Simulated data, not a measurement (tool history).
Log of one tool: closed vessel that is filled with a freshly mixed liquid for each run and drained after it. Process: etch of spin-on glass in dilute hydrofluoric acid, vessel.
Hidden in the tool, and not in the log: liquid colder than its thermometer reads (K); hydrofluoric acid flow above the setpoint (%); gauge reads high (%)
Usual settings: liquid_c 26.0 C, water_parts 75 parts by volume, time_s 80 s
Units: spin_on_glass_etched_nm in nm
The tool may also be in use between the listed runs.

run     day  liquid_c  water_parts  time_s  wafers since the last listed run  hours since the thermometer was replaced  hours since the hydrofluoric acid flow meter was replaced  hours since the gauge calibration  read-back film thickness of the spin-on glass reference wafer, read on the same gauge (nm)  spin_on_glass_etched_nm
  1   0.000      26.0           75      80                                 0                                     253.5                                                     1195.7                              331.2                                                                                       59.97                    41.52
  2   1.050      26.0           75      80                              1980                                     278.7                                                     1220.9                              356.4                                                                                       59.98                    40.87
  3   2.525      26.0           75      80                              2782                                     314.1                                                     1256.3                              391.8                                                                                       59.95                    41.69
  4   3.071      26.0           75      80                              1029                                     327.2                                                     1269.4                              404.9                                                                                       59.98                    41.23
  5   4.550      26.0           75      80                              2790                                     362.7                                                     1304.9                              440.4                                                                                       60.02                    41.72
  6   5.654      26.0           75      80                              2083                                     389.2                                                     1331.4                              466.9                                                                                       60.00                    41.48
  7   6.508      26.0           75      80                              1611                                     409.7                                                     1351.9                              487.4                                                                                       59.99                    41.74
  8   7.021      26.0           75      80                               966                                     422.0                                                     1364.2                              499.7                                                                                       60.05                    41.75
  9   7.912      26.0           75      80                              1682                                     443.4                                                     1385.6                              521.1                                                                                       59.99                    41.48
 10   9.150      29.5           50      35                              2334                                     473.1                                                     1415.3                              550.8                                                                                       59.95                    32.36
     10.075  -- gauge calibrated
     12.246  -- hydrofluoric acid flow meter replaced
 11  12.883      26.0           40      80                              6964                                     562.7                                                       15.3                               67.4                                                                                       59.98                    88.43
     13.858  -- thermometer replaced
 12  14.021      26.0           75      80                              2067                                       3.9                                                       42.6                               94.7                                                                                       59.98                    45.08
     15.017  -- hydrofluoric acid flow meter replaced, repeated, since the last time left the tool worse
 13  15.100      24.5           75     110                              1957                                      29.8                                                        2.0                              120.6                                                                                       60.03                    50.02
 14  16.183      26.0           75      80                              2043                                      55.8                                                       28.0                              146.6                                                                                       59.95                    38.90
 15  16.688      26.0           75     105                               951                                      67.9                                                       40.1                              158.7                                                                                       59.96                    51.20
 16  17.771      26.0           75      80                              2043                                      93.9                                                       66.1                              184.7                                                                                       60.00                    38.85
 17  18.812      29.0           75      80                              1965                                     118.9                                                       91.1                              209.7                                                                                       60.01                    43.15
 18  19.817      23.0           90      80                              1894                                     143.0                                                      115.2                              233.8                                                                                       60.00                    28.65
 19  20.479      29.5           75      80                              1249                                     158.9                                                      131.1                              249.7                                                                                       59.96                    44.74

Hidden state or all else? Some run-to-run changes of spin_on_glass_etched_nm, split into what the settings, what came in and random variation would give without the hidden state, and what is left for the hidden state (with any gauge scatter that isn't in both results):
Run 10 -> 11: liquid_c 29.5 -> 26.0, water_parts 50 -> 40, time_s 35 -> 80, gauge calibrated, hydrofluoric acid flow meter replaced. spin_on_glass_etched_nm +56.07 nm: hidden state +9.66, all else +46.41.
